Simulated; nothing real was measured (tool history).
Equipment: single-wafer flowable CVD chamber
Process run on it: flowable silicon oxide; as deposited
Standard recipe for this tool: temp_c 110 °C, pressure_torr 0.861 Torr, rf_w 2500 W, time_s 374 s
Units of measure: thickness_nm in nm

run	hour	temp_c	pressure_torr	rf_w	time_s	read-back reference wafer on the same gauge, thickness_nm	thickness_nm
1	0.0	110	0.861	2500	374	218.998	204.498
2	66.5	110	0.861	2500	374	218.831	205.153
3	92.4	110	0.861	2500	374	219.017	205.025
4	118.9	110	0.861	2500	374	219.075	205.131
5	144.4	110	0.861	2500	374	218.992	205.967
6	195.1	110	0.861	2500	374	219.075	207.308
7	243.7	110	0.861	2500	374	218.992	207.183
# hour 257.1: thermocouple changed; heater temperature recalibrated
8	305.7	110	0.861	2500	374	218.791	196.736

Predict the results of run 9:
9	333.6	110	0.861	2500	374	?	?

read-back reference wafer on the same gauge, thickness_nm: 219.066
thickness_nm: 197.615 nm
The same run, on a tool lacking any hidden state, would have yielded thickness_nm 193.459 nm.

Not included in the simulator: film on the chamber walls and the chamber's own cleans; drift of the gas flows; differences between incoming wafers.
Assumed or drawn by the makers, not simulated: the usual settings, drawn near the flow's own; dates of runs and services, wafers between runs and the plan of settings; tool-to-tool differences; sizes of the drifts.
